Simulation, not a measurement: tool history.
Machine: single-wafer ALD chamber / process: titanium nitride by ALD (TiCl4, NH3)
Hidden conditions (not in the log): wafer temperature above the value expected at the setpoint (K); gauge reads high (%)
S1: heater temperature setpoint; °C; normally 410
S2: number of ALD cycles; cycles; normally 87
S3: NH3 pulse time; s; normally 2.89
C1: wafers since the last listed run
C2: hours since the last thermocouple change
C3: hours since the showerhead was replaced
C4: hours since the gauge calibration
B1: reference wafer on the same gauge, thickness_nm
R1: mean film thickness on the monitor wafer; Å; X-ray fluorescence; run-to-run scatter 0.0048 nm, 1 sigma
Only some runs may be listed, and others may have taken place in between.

run 1 day=0.000 | S1=410 S2=87 S3=2.89 | C1=0 C2=1157.2 C3=2680.1 C4=227.5 | B1=1.993 | R1=18.91
run 2 day=0.558 | S1=410 S2=87 S3=2.89 | C1=40 C2=1170.6 C3=2693.5 C4=240.9 | B1=1.994 | R1=18.91
run 3 day=1.408 | S1=410 S2=87 S3=2.89 | C1=61 C2=1191.0 C3=2713.9 C4=261.3 | B1=1.989 | R1=18.89
run 4 day=2.329 | S1=410 S2=87 S3=2.89 | C1=66 C2=1213.1 C3=2736.0 C4=283.4 | B1=1.989 | R1=18.92
run 5 day=3.554 | S1=410 S2=87 S3=2.89 | C1=88 C2=1242.5 C3=2765.4 C4=312.8 | B1=1.988 | R1=18.89
run 6 day=4.700 | S1=410 S2=98 S3=2.89 | C1=82 C2=1270.0 C3=2792.9 C4=340.3 | B1=1.985 | R1=21.12
run 7 day=5.917 | S1=410 S2=91 S3=2.89 | C1=88 C2=1299.2 C3=2822.1 C4=369.5 | B1=1.984 | R1=19.77
run 8 day=7.167 | S1=410 S2=91 S3=2.89 | C1=90 C2=1329.2 C3=2852.1 C4=399.5 | B1=1.980 | R1=19.64
run 9 day=7.729 | S1=410 S2=91 S3=2.89 | C1=40 C2=1342.7 C3=2865.6 C4=413.0 | B1=1.980 | R1=19.60
run 10 day=9.154 | S1=419 S2=87 S3=3.52 | C1=103 C2=1376.9 C3=2899.8 C4=447.2 | B1=1.979 | R1=18.94
run 11 day=10.412 | S1=419 S2=87 S3=3.52 | C1=91 C2=1407.1 C3=2930.0 C4=477.4 | B1=1.976 | R1=18.90
-- day=10.467 gauge calibrated
run 12 day=11.496 | S1=410 S2=76 S3=2.89 | C1=78 C2=1433.1 C3=2956.0 C4=24.7 | B1=2.007 | R1=16.64
run 13 day=12.075 | S1=410 S2=76 S3=2.89 | C1=41 C2=1447.0 C3=2969.9 C4=38.6 | B1=2.006 | R1=16.60
run 14 day=13.121 | S1=410 S2=87 S3=2.89 | C1=75 C2=1472.1 C3=2995.0 C4=63.7 | B1=2.005 | R1=19.08
run 15 day=14.050 | S1=418 S2=79 S3=3.96 | C1=67 C2=1494.4 C3=3017.3 C4=86.0 | B1=2.003 | R1=17.33
run 16 day=15.233 | S1=399 S2=93 S3=2.47 | C1=85 C2=1522.8 C3=3045.7 C4=114.4 | B1=2.004 | R1=20.10
run 17 day=16.492 | S1=402 S2=70 S3=2.89 | C1=91 C2=1553.0 C3=3075.9 C4=144.6 | B1=1.999 | R1=15.27
-- day=18.717 showerhead replaced
run 18 day=18.788 | S1=405 S2=73 S3=4.01 | C1=142 C2=1608.1 C3=1.7 C4=199.7 | B1=1.997 | R1=16.06
run 19 day=20.033 | S1=403 S2=103 S3=2.89 | C1=90 C2=1638.0 C3=31.6 C4=229.6 | B1=1.994 | R1=22.41
-- day=20.396 thermocouple changed; heater temperature recalibrated
run 20 day=21.446 | S1=420 S2=76 S3=2.30 | C1=78 C2=25.2 C3=65.5 C4=263.5 | B1=1.993 | R1=16.46
run 21 day=22.438 | S1=401 S2=79 S3=3.26 | C1=71 C2=49.0 C3=89.3 C4=287.3 | B1=1.990 | R1=17.24
run 22 day=23.429 | S1=424 S2=87 S3=2.89 | C1=71 C2=72.8 C3=113.1 C4=311.1 | B1=1.990 | R1=18.90
run 23 day=24.108 | S1=414 S2=79 S3=3.75 | C1=49 C2=89.1 C3=129.4 C4=327.4 | B1=1.990 | R1=17.28
run 24 day=25.192 | S1=410 S2=87 S3=2.89 | C1=78 C2=115.1 C3=155.4 C4=353.4 | B1=1.986 | R1=18.87
run 25 day=26.596 | S1=410 S2=87 S3=2.89 | C1=101 C2=148.8 C3=189.1 C4=387.1 | B1=1.984 | R1=18.79
run 26 day=27.350 | S1=410 S2=100 S3=1.83 | C1=54 C2=166.9 C3=207.2 C4=405.2 | B1=1.983 | R1=21.30
run 27 day=28.396 | S1=401 S2=99 S3=3.83 | C1=75 C2=192.0 C3=232.3 C4=430.3 | B1=1.981 | R1=21.47

What differs in the tool's unlogged condition from the final listed run ahead of each entry between runs to the first listed run following it?
After run 11, before run 12: gauge calibrated (day 10.467)
  gauge reads high (%): -1.72 -> -0.0549
  measured less the result without the state, R1: -0.33 -> -0.01 Å
After run 17, before run 18: showerhead replaced (day 18.717)
  gauge reads high (%): -0.47 -> -0.661
  measured less the result without the state, R1: -0.07 -> -0.10 Å
After run 19, before run 20: thermocouple changed; heater temperature recalibrated (day 20.396)
  gauge reads high (%): -0.765 -> -0.883
  measured less the result without the state, R1: -0.17 -> -0.15 Å
